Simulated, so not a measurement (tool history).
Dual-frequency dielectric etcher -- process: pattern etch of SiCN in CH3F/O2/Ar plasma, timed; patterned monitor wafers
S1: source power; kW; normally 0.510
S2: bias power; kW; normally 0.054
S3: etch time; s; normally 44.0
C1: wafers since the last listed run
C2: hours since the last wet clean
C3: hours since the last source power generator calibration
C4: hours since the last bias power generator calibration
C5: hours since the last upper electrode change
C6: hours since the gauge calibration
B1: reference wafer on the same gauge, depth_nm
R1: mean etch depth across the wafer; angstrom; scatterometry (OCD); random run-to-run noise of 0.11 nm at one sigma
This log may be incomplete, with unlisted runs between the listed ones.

| run | hour | S1 | S2 | S3 | C1 | C2 | C3 | C4 | C5 | C6 | B1 | R1 |
|---|---|---|---|---|---|---|---|---|---|---|---|---|
| 1 | 0.0 | 0.510 | 0.054 | 44.0 | 0 | 181.7 | 2525.2 | 1167.7 | 4905.8 | 109.3 | 18.50 | 159.4 |
| 2 | 57.5 | 0.510 | 0.054 | 44.0 | 596 | 239.2 | 2582.7 | 1225.2 | 4963.3 | 166.8 | 18.48 | 158.6 |
| 3 | 84.0 | 0.510 | 0.054 | 44.0 | 274 | 265.7 | 2609.2 | 1251.7 | 4989.8 | 193.3 | 18.45 | 158.8 |
| 4 | 113.7 | 0.510 | 0.044 | 44.0 | 307 | 295.4 | 2638.9 | 1281.4 | 5019.5 | 223.0 | 18.52 | 149.9 |
| 5 | 140.6 | 0.510 | 0.054 | 37.0 | 278 | 322.3 | 2665.8 | 1308.3 | 5046.4 | 249.9 | 18.46 | 134.1 |
| 6 | 194.5 | 0.510 | 0.054 | 44.0 | 558 | 376.2 | 2719.7 | 1362.2 | 5100.3 | 303.8 | 18.51 | 160.9 |
|  | 200.4 | bias power generator calibrated |
|  | 249.5 | wet clean of the chamber |
| 7 | 250.0 | 0.510 | 0.060 | 44.0 | 285 | 0.5 | 2775.2 | 49.6 | 5155.8 | 359.3 | 18.52 | 163.5 |
| 8 | 256.9 | 0.450 | 0.054 | 44.0 | 71 | 7.4 | 2782.1 | 56.5 | 5162.7 | 366.2 | 18.49 | 150.1 |
| 9 | 285.9 | 0.450 | 0.054 | 44.0 | 300 | 36.4 | 2811.1 | 85.5 | 5191.7 | 395.2 | 18.52 | 149.0 |
| 10 | 318.4 | 0.470 | 0.044 | 44.0 | 336 | 68.9 | 2843.6 | 118.0 | 5224.2 | 427.7 | 18.49 | 142.7 |
| 11 | 336.0 | 0.470 | 0.044 | 44.0 | 182 | 86.5 | 2861.2 | 135.6 | 5241.8 | 445.3 | 18.50 | 145.4 |
|  | 352.1 | gauge calibrated |
|  | 362.0 | upper electrode replaced |
|  | 370.2 | source power generator calibrated |
| 12 | 371.5 | 0.400 | 0.066 | 38.5 | 77 | 122.0 | 1.3 | 171.1 | 9.5 | 19.4 | 18.53 | 132.6 |
| 13 | 399.0 | 0.510 | 0.064 | 55.5 | 285 | 149.5 | 28.8 | 198.6 | 37.0 | 46.9 | 18.53 | 208.2 |
| 14 | 412.7 | 0.510 | 0.054 | 44.0 | 142 | 163.2 | 42.5 | 212.3 | 50.7 | 60.6 | 18.49 | 157.6 |
| 15 | 426.1 | 0.510 | 0.054 | 44.0 | 138 | 176.6 | 55.9 | 225.7 | 64.1 | 74.0 | 18.51 | 158.2 |
| 16 | 459.3 | 0.510 | 0.054 | 44.0 | 344 | 209.8 | 89.1 | 258.9 | 97.3 | 107.2 | 18.48 | 157.9 |
| 17 | 476.6 | 0.510 | 0.062 | 36.5 | 179 | 227.1 | 106.4 | 276.2 | 114.6 | 124.5 | 18.49 | 136.1 |
| 18 | 504.0 | 0.580 | 0.054 | 44.0 | 284 | 254.5 | 133.8 | 303.6 | 142.0 | 151.9 | 18.48 | 168.8 |
| 19 | 518.5 | 0.410 | 0.046 | 51.0 | 150 | 269.0 | 148.3 | 318.1 | 156.5 | 166.4 | 18.54 | 157.6 |

4 options for the next run, each taken on its own from the tool as it stands now. Forecast them:
| A | 518.9 | 0.510 | 0.048 | 44.0 | 4 | 269.4 | 148.7 | 318.5 | 156.9 | 166.8 | ? | ? |
| B | 518.9 | 0.510 | 0.047 | 53.5 | 4 | 269.4 | 148.7 | 318.5 | 156.9 | 166.8 | ? | ? |
| C | 518.9 | 0.510 | 0.044 | 35.5 | 4 | 269.4 | 148.7 | 318.5 | 156.9 | 166.8 | ? | ? |
| D | 518.9 | 0.510 | 0.042 | 32.5 | 4 | 269.4 | 148.7 | 318.5 | 156.9 | 166.8 | ? | ? |

| run | B1 | R1 |
|---|---|---|
| A | 18.51 | 154.2 |
| B | 18.51 | 186.5 |
| C | 18.51 | 121.7 |
| D | 18.51 | 110.1 |
The same runs, with their run-to-run variation unchanged, on a tool lacking any hidden condition would have given:
| run | R1 |
|---|---|
| A | 154.2 |
| B | 186.5 |
| C | 121.7 |
| D | 110.1 |

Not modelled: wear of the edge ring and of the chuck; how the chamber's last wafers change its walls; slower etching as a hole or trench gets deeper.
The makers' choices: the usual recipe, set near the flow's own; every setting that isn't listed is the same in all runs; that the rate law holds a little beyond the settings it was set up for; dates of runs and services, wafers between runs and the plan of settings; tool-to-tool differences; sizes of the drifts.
